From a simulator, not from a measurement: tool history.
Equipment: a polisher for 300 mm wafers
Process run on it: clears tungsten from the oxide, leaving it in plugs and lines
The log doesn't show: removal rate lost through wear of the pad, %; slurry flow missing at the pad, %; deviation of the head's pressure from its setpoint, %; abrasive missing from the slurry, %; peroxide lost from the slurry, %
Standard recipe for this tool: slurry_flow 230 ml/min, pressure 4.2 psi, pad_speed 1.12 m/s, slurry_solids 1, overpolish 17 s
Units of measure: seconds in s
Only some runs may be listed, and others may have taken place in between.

run	hour	slurry_flow	pressure	pad_speed	slurry_solids	overpolish	wafers since the last listed run	wafers polished on this pad	hours since the slurry nozzle was cleaned	hours since the head pressure was calibrated	hours since the slurry blender was calibrated	hours since the slurry got fresh peroxide	incoming thickness of the incoming film, nm	seconds
1	0	230	4.2	1.12	1	17	0	8039	190.3	17.5	315.7	616.5	497.4	92.5
# hour 40.2: worn pad replaced by a new one
2	95.7	230	4.2	1.12	1	17	1034	625	286	113.2	411.4	712.2	496.4	96.6
# hour 97.2: slurry tank refilled with fresh slurry and peroxide
3	132.9	230	4.2	1.12	1	17	408	1034	323.2	150.4	448.6	35.7	483.3	80.9
4	207	230	4.7	0.94	1	17	836	1870	397.3	224.5	522.7	109.8	483.2	85.5
5	310.2	230	4.2	1.12	0.85	17	1164	3034	500.5	327.7	625.9	213	489.5	83.8
6	365.7	300	3.5	1.12	1	17	626	3661	556	383.2	681.4	268.5	488.8	97.1
# hour 380.3: slurry blender recalibrated
7	466.7	310	4.7	1.12	0.8	17	1117	4778	657	484.2	86.4	369.5	479.7	78.1
# hour 510.4: slurry nozzle cleaned
8	560.5	310	3.6	1.12	1	17	1047	5825	50.1	578	180.2	463.3	485.3	101
# hour 650.5: worn pad replaced by a new one
9	653.5	230	2.7	0.92	1	17	1004	34	143.1	671	273.2	556.3	491.6	169.5
10	747.6	230	4.2	1.12	1.15	17	1061	1095	237.2	765.1	367.3	650.4	494.6	95.7
# hour 809: slurry tank refilled with fresh slurry and peroxide
11	851.5	230	4.2	1.12	1	17	1161	2256	341.1	869	471.2	42.5	497.6	80
# hour 920.8: head pressure recalibrated
12	949	230	4.2	1.12	1	17	1077	3334	438.6	28.2	568.7	140	488.6	78.7
13	1030.7	230	5	1.4	1.2	17	921	4256	520.3	109.9	650.4	221.7	493.4	55.5
# hour 1118.9: slurry blender recalibrated
14	1130.9	230	4.2	1.12	1	17	1108	5364	620.5	210.1	12	321.9	490	82.6
15	1183.3	270	5.1	1.12	1	17	591	5955	672.9	262.5	64.4	374.3	490.7	71
# hour 1263.6: slurry nozzle cleaned
16	1274.4	230	5.1	1	1	17	1016	6972	10.8	353.6	155.5	465.4	483.8	80.2
17	1322.4	230	4.2	1.12	1	17	541	7514	58.8	401.6	203.5	513.4	490.9	88
# hour 1348.9: worn pad replaced by a new one
18	1429.4	230	4.7	0.94	1	17	1162	908	165.8	508.6	310.5	620.4	487	93.8
# hour 1519.3: slurry tank refilled with fresh slurry and peroxide
19	1526.1	230	3.2	1.24	1	17	1079	1988	262.5	605.3	407.2	6.8	493	97.4
20	1619.1	230	4.2	1.12	0.9	11	1049	3038	355.5	698.3	500.2	99.8	497	82.3
21	1689	230	4.2	1.12	0.8	26	788	3826	425.4	768.2	570.1	169.7	485.5	82.7
# hour 1722.7: head pressure recalibrated
22	1749.9	230	3.8	1.12	1	17	664	4491	486.3	27.2	631	230.6	489.5	93.1
23	1812.9	230	4.2	1.12	1	17	710	5202	549.3	90.2	694	293.6	492	85.8
# hour 1855.9: slurry blender recalibrated
24	1902.5	230	4.8	1.44	1	17	988	6190	638.9	179.8	46.6	383.2	494.3	59.9
25	1949.7	230	5	0.8	1	17	532	6723	686.1	227	93.8	430.4	488.7	99.8

Forecast each of these 5 alternatives for the next run:
A	1950.1	230	4.2	1.12	1	17	4	6727	686.5	227.4	94.2	430.8	485.6	?
B	1950.1	230	5.2	1.12	1	17	4	6727	686.5	227.4	94.2	430.8	485.6	?
C	1950.1	230	4.2	1.12	1	26	4	6727	686.5	227.4	94.2	430.8	485.6	?
D	1950.1	230	4.9	0.82	1	17	4	6727	686.5	227.4	94.2	430.8	485.6	?
E	1950.1	290	5.1	1.12	0.9	17	4	6727	686.5	227.4	94.2	430.8	485.6	?

run	seconds
A	87.1
B	70.4
C	87.1
D	97.5
E	71.4
Stripped of hidden state, with their random variation kept, the same runs would have yielded:
run	seconds
A	78.1
B	63.1
C	78.1
D	87.4
E	64

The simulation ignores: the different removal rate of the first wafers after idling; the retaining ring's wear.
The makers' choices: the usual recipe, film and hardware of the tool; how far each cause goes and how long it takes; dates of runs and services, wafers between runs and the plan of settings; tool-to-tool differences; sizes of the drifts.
